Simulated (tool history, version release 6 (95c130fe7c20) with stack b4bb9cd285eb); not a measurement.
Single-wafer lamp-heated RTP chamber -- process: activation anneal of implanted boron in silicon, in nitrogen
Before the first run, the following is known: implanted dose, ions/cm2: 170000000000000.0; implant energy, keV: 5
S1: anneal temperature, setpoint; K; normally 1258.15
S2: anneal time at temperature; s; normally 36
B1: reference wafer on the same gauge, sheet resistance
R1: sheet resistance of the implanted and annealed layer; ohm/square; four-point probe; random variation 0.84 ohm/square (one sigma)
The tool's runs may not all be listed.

run 1 hour=0 | S1=1258.15 S2=19 | B1=523.02 | R1=561.06
run 2 hour=24.1 | S1=1281.15 S2=36 | B1=523.01 | R1=550.34
run 3 hour=36.7 | S1=1252.15 S2=36 | B1=522.84 | R1=557.35
run 4 hour=52.8 | S1=1258.15 S2=36 | B1=522.86 | R1=553.43
run 5 hour=73.7 | S1=1246.15 S2=25 | B1=522.72 | R1=563.08
-- hour=83.6 pyrometer window cleaned and pyrometer calibrated
run 6 hour=98.9 | S1=1246.15 S2=25 | B1=522.59 | R1=561.52
run 7 hour=115.3 | S1=1258.15 S2=31 | B1=522.05 | R1=556.62
run 8 hour=134.3 | S1=1258.15 S2=49 | B1=522.06 | R1=551.52
run 9 hour=154.7 | S1=1258.15 S2=36 | B1=522.08 | R1=553.91
run 10 hour=182.9 | S1=1258.15 S2=36 | B1=521.62 | R1=553.81
run 11 hour=198.5 | S1=1258.15 S2=36 | B1=521.8 | R1=554.45
-- hour=213.1 gauge calibrated
run 12 hour=214.2 | S1=1258.15 S2=42 | B1=525.89 | R1=558.44
run 13 hour=230.1 | S1=1258.15 S2=36 | B1=526.31 | R1=558.2
run 14 hour=259.4 | S1=1258.15 S2=36 | B1=525.87 | R1=557.8
run 15 hour=287.5 | S1=1258.15 S2=36 | B1=526.01 | R1=559.58
run 16 hour=316.6 | S1=1258.15 S2=36 | B1=525.52 | R1=558.21
run 17 hour=352 | S1=1271.15 S2=45 | B1=524.95 | R1=553.89
run 18 hour=380.6 | S1=1284.15 S2=47 | B1=525.19 | R1=549.13
run 19 hour=413.4 | S1=1258.15 S2=36 | B1=524.75 | R1=556.92
run 20 hour=434.3 | S1=1258.15 S2=42 | B1=524.73 | R1=556.45
run 21 hour=466.1 | S1=1240.15 S2=30 | B1=524.01 | R1=565.79
-- hour=496.8 reflector plate cleaned
run 22 hour=497.3 | S1=1229.15 S2=43 | B1=524.1 | R1=574.01
run 23 hour=506.3 | S1=1270.15 S2=36 | B1=524.05 | R1=554.59
run 24 hour=520.1 | S1=1242.15 S2=21 | B1=524.1 | R1=566.28
run 25 hour=543.2 | S1=1258.15 S2=19 | B1=524.23 | R1=560.58
run 26 hour=556.5 | S1=1258.15 S2=36 | B1=523.58 | R1=556.32
run 27 hour=582.5 | S1=1239.15 S2=36 | B1=523.34 | R1=562.49
-- hour=612 pyrometer window cleaned and pyrometer calibrated
run 28 hour=622.4 | S1=1279.15 S2=56 | B1=523.07 | R1=547.46
run 29 hour=640.2 | S1=1248.15 S2=44 | B1=522.83 | R1=556.22
run 30 hour=663.9 | S1=1248.15 S2=44 | B1=522.51 | R1=557.24
run 31 hour=685.9 | S1=1283.15 S2=26 | B1=522.63 | R1=553.5
run 32 hour=704.9 | S1=1249.15 S2=22 | B1=522.29 | R1=561.47
run 33 hour=729.1 | S1=1242.15 S2=24 | B1=522.16 | R1=564.23
run 34 hour=742.4 | S1=1246.15 S2=25 | B1=521.87 | R1=561.86
run 35 hour=767.2 | S1=1258.15 S2=36 | B1=522.31 | R1=554.6
run 36 hour=784.5 | S1=1279.15 S2=19 | B1=521.95 | R1=553.72
run 37 hour=878.4 | S1=1278.15 S2=45 | B1=520.96 | R1=547.58
-- hour=896 gauge calibrated
run 38 hour=903.6 | S1=1258.15 S2=22 | B1=525.9 | R1=563.13

Exercise: give the hidden state of the tool at every run:
true wafer temperature minus pyrometer reading, K: 0 in every run
wafer temperature error from the tarnished reflector plate, K: 0 in every run
H1: gauge reads high (%)
run=1 H1=-0.543
run=2 H1=-0.58
run=3 H1=-0.599
run=4 H1=-0.624
run=5 H1=-0.656
run=6 H1=-0.695
run=7 H1=-0.72
run=8 H1=-0.749
run=9 H1=-0.781
run=10 H1=-0.824
run=11 H1=-0.848
run=12 H1=0.0735
run=13 H1=0.049
run=14 H1=0.00397
run=15 H1=-0.0392
run=16 H1=-0.084
run=17 H1=-0.138
run=18 H1=-0.182
run=19 H1=-0.233
run=20 H1=-0.265
run=21 H1=-0.314
run=22 H1=-0.362
run=23 H1=-0.376
run=24 H1=-0.397
run=25 H1=-0.432
run=26 H1=-0.453
run=27 H1=-0.493
run=28 H1=-0.554
run=29 H1=-0.582
run=30 H1=-0.618
run=31 H1=-0.652
run=32 H1=-0.681
run=33 H1=-0.718
run=34 H1=-0.739
run=35 H1=-0.777
run=36 H1=-0.803
run=37 H1=-0.948
run=38 H1=-0.00988
